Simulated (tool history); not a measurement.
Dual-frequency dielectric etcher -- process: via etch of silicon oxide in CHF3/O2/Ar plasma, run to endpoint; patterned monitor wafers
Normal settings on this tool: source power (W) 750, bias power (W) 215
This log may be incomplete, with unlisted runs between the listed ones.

run	hour	source power (W)	bias power (W)	incoming incoming film thickness, nm	endpoint time (s)
1	0.0	750	215	548.6	241.9
2	31.1	750	233	541.5	227.8
3	67.1	860	215	550.1	221.9
4	84.6	750	215	545.8	239.2
5	114.1	750	215	549.0	240.0
6	146.1	750	244	546.4	221.8
7	180.1	750	215	546.8	240.2
8	200.3	750	215	545.5	237.9
9	225.3	750	243	545.1	223.3
10	246.4	750	243	545.8	222.5
11	264.2	750	179	550.1	267.7
12	294.5	750	179	550.7	268.6
13	312.7	700	215	543.2	246.5
14	331.1	750	215	545.9	239.6
15	417.1	930	215	547.0	210.4
16	459.0	830	183	547.7	246.3
17	493.4	750	215	548.1	239.8
18	527.2	750	261	546.0	215.8
19	558.2	680	215	547.3	256.0
20	590.7	750	215	540.5	236.6
21	632.3	750	215	547.5	239.8
22	635.5	810	215	543.5	226.3
23	658.2	620	198	545.1	282.9
24	676.4	900	173	543.9	242.4

Missing from the log above: 5 entries noted between runs. For each, name the pair of listed runs it sits between and say how the tool's hidden condition differs from the listed run just before to the listed run just after:
Run 11 -> run 12: wet clean of the chamber (hour 292.0)
  no difference in the tool's unlogged condition between these two runs
Run 14 -> run 15: bias power generator calibrated (hour 377.6); upper electrode replaced (hour 393.1)
  no difference in the tool's unlogged condition between these two runs
Run 16 -> run 17: source power generator calibrated (hour 484.6)
  no difference in the tool's unlogged condition between these two runs
Run 20 -> run 21: wet clean of the chamber (hour 631.8)
  no difference in the tool's unlogged condition between these two runs
